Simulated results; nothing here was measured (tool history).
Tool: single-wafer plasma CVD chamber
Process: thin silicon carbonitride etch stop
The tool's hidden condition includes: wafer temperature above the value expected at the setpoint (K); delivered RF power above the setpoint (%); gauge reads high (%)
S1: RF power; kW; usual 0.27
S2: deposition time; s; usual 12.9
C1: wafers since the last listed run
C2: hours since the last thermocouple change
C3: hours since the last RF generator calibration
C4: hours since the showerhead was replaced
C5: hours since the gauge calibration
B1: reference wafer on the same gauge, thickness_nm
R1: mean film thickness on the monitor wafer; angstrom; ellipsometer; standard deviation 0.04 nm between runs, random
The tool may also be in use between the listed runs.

| run | hour | S1 | S2 | C1 | C2 | C3 | C4 | C5 | B1 | R1 |
|---|---|---|---|---|---|---|---|---|---|---|
| 1 | 0 | 0.27 | 12.4 | 0 | 979.4 | 213.5 | 6421.6 | 3022 | 7.242 | 80.68 |
| 2 | 59.4 | 0.27 | 12.4 | 1544 | 1038.8 | 272.9 | 6481 | 3081.4 | 7.247 | 80.96 |
| 3 | 153.6 | 0.27 | 12.4 | 2448 | 1133 | 367.1 | 6575.2 | 3175.6 | 7.235 | 80.64 |
| 4 | 208.3 | 0.27 | 12.9 | 1422 | 1187.7 | 421.8 | 6629.9 | 3230.3 | 7.237 | 83.57 |
| 5 | 281 | 0.27 | 12.9 | 1889 | 1260.4 | 494.5 | 6702.6 | 3303 | 7.242 | 82.7 |
| 6 | 386.7 | 0.29 | 11.5 | 2747 | 1366.1 | 600.2 | 6808.3 | 3408.7 | 7.249 | 75.68 |
|  | 448.9 | showerhead replaced |
| 7 | 451.3 | 0.29 | 11.5 | 1471 | 1430.7 | 664.8 | 2.4 | 3473.3 | 7.252 | 75.51 |
| 8 | 541.8 | 0.27 | 12.9 | 2352 | 1521.2 | 755.3 | 92.9 | 3563.8 | 7.247 | 82.69 |
| 9 | 608 | 0.27 | 12.9 | 1720 | 1587.4 | 821.5 | 159.1 | 3630 | 7.231 | 83.07 |
| 10 | 703.7 | 0.245 | 11.9 | 2487 | 1683.1 | 917.2 | 254.8 | 3725.7 | 7.242 | 74.68 |
| 11 | 768.2 | 0.32 | 10.6 | 1676 | 1747.6 | 981.7 | 319.3 | 3790.2 | 7.233 | 71.39 |
|  | 815.9 | gauge calibrated |
| 12 | 831.8 | 0.27 | 12.9 | 1653 | 1811.2 | 1045.3 | 382.9 | 15.9 | 7.242 | 83.4 |
| 13 | 915.3 | 0.325 | 15 | 2170 | 1894.7 | 1128.8 | 466.4 | 99.4 | 7.238 | 101.21 |
| 14 | 1141.1 | 0.32 | 11.5 | 5870 | 2120.5 | 1354.6 | 692.2 | 325.2 | 7.239 | 77.51 |
| 15 | 1221.9 | 0.27 | 12.9 | 2100 | 2201.3 | 1435.4 | 773 | 406 | 7.24 | 83.19 |
|  | 1233.9 | RF generator calibrated |
| 16 | 1272 | 0.24 | 14.9 | 1094 | 2251.4 | 38.1 | 823.1 | 456.1 | 7.241 | 93.72 |
| 17 | 1309.4 | 0.23 | 11.1 | 972 | 2288.8 | 75.5 | 860.5 | 493.5 | 7.243 | 69.11 |
| 18 | 1374.6 | 0.27 | 12.9 | 1694 | 2354 | 140.7 | 925.7 | 558.7 | 7.233 | 83.82 |
| 19 | 1430.9 | 0.27 | 10.9 | 1463 | 2410.3 | 197 | 982 | 615 | 7.241 | 71.12 |
| 20 | 1472.5 | 0.27 | 15 | 1081 | 2451.9 | 238.6 | 1023.6 | 656.6 | 7.232 | 97.87 |
| 21 | 1543.1 | 0.245 | 15.3 | 1835 | 2522.5 | 309.2 | 1094.2 | 727.2 | 7.248 | 96.13 |
|  | 1556 | thermocouple changed; heater temperature recalibrated |
| 22 | 1613.5 | 0.295 | 12 | 1622 | 57.5 | 379.6 | 1164.6 | 797.6 | 7.243 | 79.77 |
| 23 | 1654 | 0.315 | 14.1 | 1052 | 98 | 420.1 | 1205.1 | 838.1 | 7.235 | 95.12 |
| 24 | 1755.9 | 0.22 | 10.4 | 2649 | 199.9 | 522 | 1307 | 940 | 7.237 | 63.54 |
| 25 | 1979.6 | 0.27 | 11.8 | 5815 | 423.6 | 745.7 | 1530.7 | 1163.7 | 7.24 | 76.24 |
| 26 | 2081 | 0.3 | 14.7 | 2636 | 525 | 847.1 | 1632.1 | 1265.1 | 7.24 | 96.69 |
| 27 | 2399.9 | 0.27 | 12.9 | 8290 | 843.9 | 1166 | 1951 | 1584 | 7.241 | 83.15 |
| 28 | 2498.5 | 0.32 | 13.6 | 2563 | 942.5 | 1264.6 | 2049.6 | 1682.6 | 7.24 | 92.32 |
| 29 | 2568.5 | 0.325 | 12.9 | 1819 | 1012.5 | 1334.6 | 2119.6 | 1752.6 | 7.236 | 87.91 |
| 30 | 2622.1 | 0.23 | 12.9 | 1393 | 1066.1 | 1388.2 | 2173.2 | 1806.2 | 7.242 | 79.68 |
| 31 | 2720.8 | 0.32 | 12.9 | 2565 | 1164.8 | 1486.9 | 2271.9 | 1904.9 | 7.232 | 86.51 |
| 32 | 2788.4 | 0.27 | 12.9 | 1757 | 1232.4 | 1554.5 | 2339.5 | 1972.5 | 7.234 | 83.05 |
| 33 | 2892.7 | 0.27 | 12.9 | 2711 | 1336.7 | 1658.8 | 2443.8 | 2076.8 | 7.243 | 82.53 |
|  | 2979.4 | RF generator calibrated |
| 34 | 2988.4 | 0.27 | 12.9 | 2279 | 1432.4 | 9 | 2539.5 | 2172.5 | 7.24 | 84.49 |

Branching from run 34: 5 alternative next runs. What would each branch give?
| A | 2988.8 | 0.27 | 13.6 | 10 | 1432.8 | 9.4 | 2539.9 | 2172.9 | ? | ? |
| B | 2988.8 | 0.27 | 14 | 10 | 1432.8 | 9.4 | 2539.9 | 2172.9 | ? | ? |
| C | 2988.8 | 0.3 | 11.2 | 10 | 1432.8 | 9.4 | 2539.9 | 2172.9 | ? | ? |
| D | 2988.8 | 0.295 | 10.6 | 10 | 1432.8 | 9.4 | 2539.9 | 2172.9 | ? | ? |
| E | 2988.8 | 0.29 | 14.3 | 10 | 1432.8 | 9.4 | 2539.9 | 2172.9 | ? | ? |

| run | B1 | R1 |
|---|---|---|
| A | 7.237 | 89.36 |
| B | 7.237 | 91.99 |
| C | 7.237 | 75.83 |
| D | 7.237 | 71.42 |
| E | 7.237 | 95.89 |
Without the tool's unlogged condition, the same runs would have read:
| run | R1 |
|---|---|
| A | 89.65 |
| B | 92.29 |
| C | 76.07 |
| D | 71.66 |
| E | 96.2 |
